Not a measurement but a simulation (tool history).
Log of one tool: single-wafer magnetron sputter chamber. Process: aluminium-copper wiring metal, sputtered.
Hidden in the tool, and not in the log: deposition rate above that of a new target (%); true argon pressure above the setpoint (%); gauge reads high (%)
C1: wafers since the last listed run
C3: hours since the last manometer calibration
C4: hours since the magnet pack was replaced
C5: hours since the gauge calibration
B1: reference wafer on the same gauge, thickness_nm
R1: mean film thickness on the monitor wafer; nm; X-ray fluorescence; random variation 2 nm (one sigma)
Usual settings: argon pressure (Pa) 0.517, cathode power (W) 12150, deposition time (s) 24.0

Run 1, hour 0.0: usual settings; C1 0; wafers on the sputter target 3897; C3 1393.1; C4 10951.1; C5 591.9; B1 531.525. Result: R1 488.755 nm.
At hour 28.9: sputter target and shields replaced.
Run 2, hour 47.2: usual settings but cathode power (W) 13150; C1 679; wafers on the sputter target 316; C3 1440.3; C4 10998.3; C5 639.1; B1 532.281. Result: R1 536.096 nm.
Run 3, hour 76.6: usual settings but deposition time (s) 22.4; C1 509; wafers on the sputter target 826; C3 1469.7; C4 11027.7; C5 668.5; B1 532.149. Result: R1 457.900 nm.
At hour 92.6: gauge calibrated.
Run 4, hour 121.6: usual settings but cathode power (W) 9900; C1 780; wafers on the sputter target 1606; C3 1514.7; C4 11072.7; C5 29.0; B1 531.252. Result: R1 403.375 nm.
Run 5, hour 292.9: usual settings but cathode power (W) 9900; C1 2970; wafers on the sputter target 4577; C3 1686.0; C4 11244.0; C5 200.3; B1 531.621. Result: R1 401.654 nm.
At hour 344.3: sputter target and shields replaced.
Run 6, hour 345.3: usual settings but argon pressure (Pa) 0.629, cathode power (W) 10400; C1 769; wafers on the sputter target 17; C3 1738.4; C4 11296.4; C5 252.7; B1 532.023. Result: R1 407.763 nm.
At hour 378.2: magnet pack replaced.
Run 7, hour 407.0: usual settings but argon pressure (Pa) 0.629, cathode power (W) 10400; C1 931; wafers on the sputter target 948; C3 1800.1; C4 28.8; C5 314.4; B1 531.686. Result: R1 407.376 nm.
At hour 461.0: capacitance manometer re-zeroed and calibrated.
Run 8, hour 461.9: usual settings but argon pressure (Pa) 0.629, cathode power (W) 10400; C1 813; wafers on the sputter target 1761; C3 0.9; C4 83.7; C5 369.3; B1 532.152. Result: R1 387.367 nm.
Run 9, hour 501.0: usual settings but argon pressure (Pa) 0.657; C1 678; wafers on the sputter target 2440; C3 40.0; C4 122.8; C5 408.4; B1 531.823. Result: R1 444.036 nm.
Run 10, hour 545.1: usual settings; C1 764; wafers on the sputter target 3204; C3 84.1; C4 166.9; C5 452.5; B1 532.156. Result: R1 475.165 nm.
Run 11, hour 613.4: usual settings but argon pressure (Pa) 0.411; C1 1184; wafers on the sputter target 4389; C3 152.4; C4 235.2; C5 520.8; B1 532.368. Result: R1 497.871 nm.
At hour 623.6: sputter target and shields replaced.
Run 12, hour 657.6: usual settings but argon pressure (Pa) 0.576, cathode power (W) 13900; C1 627; wafers on the sputter target 590; C3 196.6; C4 279.4; C5 565.0; B1 531.980. Result: R1 538.666 nm.
Run 13, hour 693.6: usual settings but argon pressure (Pa) 0.439, cathode power (W) 10550, deposition time (s) 20.4; C1 624; wafers on the sputter target 1214; C3 232.6; C4 315.4; C5 601.0; B1 532.083. Result: R1 371.744 nm.
At hour 716.5: gauge calibrated.
Run 14, hour 761.8: usual settings but argon pressure (Pa) 0.714, cathode power (W) 13950, deposition time (s) 21.9; C1 1182; wafers on the sputter target 2397; C3 300.8; C4 383.6; C5 45.3; B1 532.086. Result: R1 459.832 nm.
Run 15, hour 819.7: usual settings but cathode power (W) 9900; C1 1004; wafers on the sputter target 3401; C3 358.7; C4 441.5; C5 103.2; B1 531.899. Result: R1 392.741 nm.
Run 16, hour 861.0: usual settings; C1 716; wafers on the sputter target 4117; C3 400.0; C4 482.8; C5 144.5; B1 532.161. Result: R1 476.322 nm.
Run 17, hour 895.8: usual settings but cathode power (W) 13250; C1 603; wafers on the sputter target 4721; C3 434.8; C4 517.6; C5 179.3; B1 532.107. Result: R1 523.360 nm.
Run 18, hour 936.9: usual settings but argon pressure (Pa) 0.628, cathode power (W) 14350, deposition time (s) 28.6; C1 712; wafers on the sputter target 5433; C3 475.9; C4 558.7; C5 220.4; B1 532.079. Result: R1 633.026 nm.
At hour 950.2: sputter target and shields replaced.
Run 19, hour 1049.7: usual settings but argon pressure (Pa) 0.667, cathode power (W) 10450; C1 1817; wafers on the sputter target 1725; C3 588.7; C4 671.5; C5 333.2; B1 532.389. Result: R1 391.016 nm.
Run 20, hour 1074.9: usual settings but argon pressure (Pa) 0.576, cathode power (W) 9950, deposition time (s) 27.3; C1 437; wafers on the sputter target 2162; C3 613.9; C4 696.7; C5 358.4; B1 531.584. Result: R1 441.259 nm.
Run 21, hour 1127.9: usual settings; C1 919; wafers on the sputter target 3082; C3 666.9; C4 749.7; C5 411.4; B1 532.334. Result: R1 482.807 nm.

Forecast each of these 4 alternatives for the next run:
Run A, hour 1128.3: usual settings but deposition time (s) 21.3; C1 6; wafers on the sputter target 3088; C3 667.3; C4 750.1; C5 411.8; B1 ?. Result: R1 ?.
Run B, hour 1128.3: usual settings but argon pressure (Pa) 0.639, cathode power (W) 14150, deposition time (s) 28.8; C1 6; wafers on the sputter target 3088; C3 667.3; C4 750.1; C5 411.8; B1 ?. Result: R1 ?.
Run C, hour 1128.3: usual settings but argon pressure (Pa) 0.681, cathode power (W) 11200; C1 6; wafers on the sputter target 3088; C3 667.3; C4 750.1; C5 411.8; B1 ?. Result: R1 ?.
Run D, hour 1128.3: usual settings but cathode power (W) 10850; C1 6; wafers on the sputter target 3088; C3 667.3; C4 750.1; C5 411.8; B1 ?. Result: R1 ?.

run       B1       R1
  A  531.812  425.343
  B  531.812  632.628
  C  531.812  410.401
  D  531.812  428.490
Without the tool's hidden state the same runs would have given:
run       R1
  A  424.535
  B  629.817
  C  408.231
  D  427.676
